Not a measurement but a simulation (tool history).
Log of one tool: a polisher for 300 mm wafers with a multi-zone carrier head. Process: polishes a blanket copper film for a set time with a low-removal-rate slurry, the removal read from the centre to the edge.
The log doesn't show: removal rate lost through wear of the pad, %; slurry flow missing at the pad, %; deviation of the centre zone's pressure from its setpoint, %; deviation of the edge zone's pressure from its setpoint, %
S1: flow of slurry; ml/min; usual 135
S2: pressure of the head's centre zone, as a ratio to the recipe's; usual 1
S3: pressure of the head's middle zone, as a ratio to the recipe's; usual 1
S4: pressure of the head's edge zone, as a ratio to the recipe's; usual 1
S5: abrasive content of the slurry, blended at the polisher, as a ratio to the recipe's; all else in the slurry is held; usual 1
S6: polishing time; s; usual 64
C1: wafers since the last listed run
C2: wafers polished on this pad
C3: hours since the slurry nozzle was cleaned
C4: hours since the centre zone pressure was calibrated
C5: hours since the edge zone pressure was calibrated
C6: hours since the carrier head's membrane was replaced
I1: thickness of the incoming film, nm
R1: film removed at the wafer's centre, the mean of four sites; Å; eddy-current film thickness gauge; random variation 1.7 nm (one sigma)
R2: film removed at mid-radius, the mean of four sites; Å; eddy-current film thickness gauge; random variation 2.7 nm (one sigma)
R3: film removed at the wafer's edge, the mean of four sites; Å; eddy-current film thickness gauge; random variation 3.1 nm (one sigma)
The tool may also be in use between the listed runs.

Run 1, hour 0: usual settings; C1 0; C2 1402; C3 175.5; C4 81.8; C5 941.9; C6 494.9; I1 1505.1. Result: R1 2275 Å, R2 2158 Å, R3 2240 Å.
Run 2, hour 23: usual settings but S2 0.92, S4 1.03, S5 0.9; C1 309; C2 1711; C3 198.5; C4 104.8; C5 964.9; C6 517.9; I1 1495.2. Result: R1 2017 Å, R2 2124 Å, R3 2251 Å.
Run 3, hour 48.3: usual settings but S5 1.15; C1 340; C2 2051; C3 223.8; C4 130.1; C5 990.2; C6 543.2; I1 1521.7. Result: R1 2294 Å, R2 2149 Å, R3 2314 Å.
At hour 70.8: worn pad replaced by a new one.
Run 4, hour 71.3: usual settings but S1 145 ml/min, S2 0.93, S3 0.97, S5 1.3; C1 255; C2 6; C3 246.8; C4 153.1; C5 1013.2; C6 566.2; I1 1520.1. Result: R1 2202 Å, R2 2230 Å, R3 2408 Å.
At hour 86.6: slurry nozzle cleaned.
Run 5, hour 93.2: usual settings; C1 280; C2 287; C3 6.6; C4 175; C5 1035.1; C6 588.1; I1 1493.3. Result: R1 2356 Å, R2 2218 Å, R3 2333 Å.
Run 6, hour 127: usual settings but S1 115 ml/min, S4 0.97, S5 1.2, S6 77 s; C1 454; C2 742; C3 40.4; C4 208.8; C5 1068.9; C6 621.9; I1 1494.3. Result: R1 2814 Å, R2 2611 Å, R3 2827 Å.
Run 7, hour 156.1: usual settings; C1 391; C2 1133; C3 69.5; C4 237.9; C5 1098; C6 651; I1 1500.1. Result: R1 2341 Å, R2 2183 Å, R3 2358 Å.
Run 8, hour 189.9: usual settings but S2 0.95; C1 454; C2 1587; C3 103.3; C4 271.7; C5 1131.8; C6 684.8; I1 1467.2. Result: R1 2244 Å, R2 2150 Å, R3 2322 Å.
Run 9, hour 221.6: usual settings; C1 426; C2 2013; C3 135; C4 303.4; C5 1163.5; C6 716.5; I1 1495. Result: R1 2329 Å, R2 2176 Å, R3 2287 Å.
Run 10, hour 236.6: usual settings but S5 0.75, S6 82 s; C1 201; C2 2215; C3 150; C4 318.4; C5 1178.5; C6 731.5; I1 1485. Result: R1 2762 Å, R2 2635 Å, R3 2742 Å.
Run 11, hour 264: usual settings but S3 0.89, S6 75 s; C1 368; C2 2583; C3 177.4; C4 345.8; C5 1205.9; C6 758.9; I1 1499.7. Result: R1 2673 Å, R2 2267 Å, R3 2651 Å.
At hour 280.4: worn pad replaced by a new one.
At hour 285.9: edge zone pressure recalibrated.
At hour 291.4: carrier head's membrane replaced by a new one.
Run 12, hour 292.9: usual settings but S1 150 ml/min, S6 70 s; C1 240; C2 74; C3 206.3; C4 374.7; C5 7; C6 1.5; I1 1516.9. Result: R1 2516 Å, R2 2428 Å, R3 2482 Å.
Run 13, hour 310.2: usual settings but S1 165 ml/min; C1 232; C2 306; C3 223.6; C4 392; C5 24.3; C6 18.8; I1 1491.2. Result: R1 2348 Å, R2 2268 Å, R3 2320 Å.
Run 14, hour 333.9: usual settings; C1 318; C2 625; C3 247.3; C4 415.7; C5 48; C6 42.5; I1 1494.9. Result: R1 2172 Å, R2 2108 Å, R3 2269 Å.
At hour 340.2: slurry nozzle cleaned.
Run 15, hour 363.6: usual settings but S4 1.1, S5 1.15; C1 385; C2 1011; C3 23.4; C4 445.4; C5 77.7; C6 72.2; I1 1504. Result: R1 2422 Å, R2 2322 Å, R3 2445 Å.
Run 16, hour 379.1: usual settings; C1 208; C2 1219; C3 38.9; C4 460.9; C5 93.2; C6 87.7; I1 1492.9. Result: R1 2340 Å, R2 2233 Å, R3 2306 Å.
Run 17, hour 408.8: usual settings but S2 1.1, S3 0.89, S4 1.09; C1 399; C2 1618; C3 68.6; C4 490.6; C5 122.9; C6 117.4; I1 1501.8. Result: R1 2599 Å, R2 1993 Å, R3 2410 Å.
Run 18, hour 428.7: usual settings but S2 1.06, S5 0.75; C1 267; C2 1886; C3 88.5; C4 510.5; C5 142.8; C6 137.3; I1 1488.3. Result: R1 2313 Å, R2 2046 Å, R3 2160 Å.
Run 19, hour 441.1: usual settings; C1 166; C2 2053; C3 100.9; C4 522.9; C5 155.2; C6 149.7; I1 1505.9. Result: R1 2309 Å, R2 2249 Å, R3 2344 Å.
Run 20, hour 474.6: usual settings but S2 1.05, S3 1.03, S4 1.06, S6 53 s; C1 450; C2 2503; C3 134.4; C4 556.4; C5 188.7; C6 183.2; I1 1520.9. Result: R1 2021 Å, R2 1873 Å, R3 1970 Å.
At hour 501.8: worn pad replaced by a new one.
Run 21, hour 543.6: usual settings but S3 1.05; C1 873; C2 562; C3 203.4; C4 625.4; C5 257.7; C6 252.2; I1 1526.8. Result: R1 2244 Å, R2 2221 Å, R3 2263 Å.

4 ways to go on from here, each from the tool as it stands after run 21. What would each give?
Run A, hour 544: usual settings; C1 5; C2 567; C3 203.8; C4 625.8; C5 258.1; C6 252.6; I1 1499.1. Result: R1 ?, R2 ?, R3 ?.
Run B, hour 544: usual settings but S2 1.05; C1 5; C2 567; C3 203.8; C4 625.8; C5 258.1; C6 252.6; I1 1499.1. Result: R1 ?, R2 ?, R3 ?.
Run C, hour 544: usual settings but S1 120 ml/min; C1 5; C2 567; C3 203.8; C4 625.8; C5 258.1; C6 252.6; I1 1499.1. Result: R1 ?, R2 ?, R3 ?.
Run D, hour 544: usual settings but S1 105 ml/min, S2 0.91; C1 5; C2 567; C3 203.8; C4 625.8; C5 258.1; C6 252.6; I1 1499.1. Result: R1 ?, R2 ?, R3 ?.

run    R1    R2    R3
  A  2231  2128  2262
  B  2344  2127  2262
  C  2143  2055  2208
  D  1848  1964  2142
Without the tool's hidden state the same runs would have given:
run    R1    R2    R3
  A  2346  2223  2332
  B  2464  2222  2332
  C  2269  2159  2284
  D  1974  2079  2225
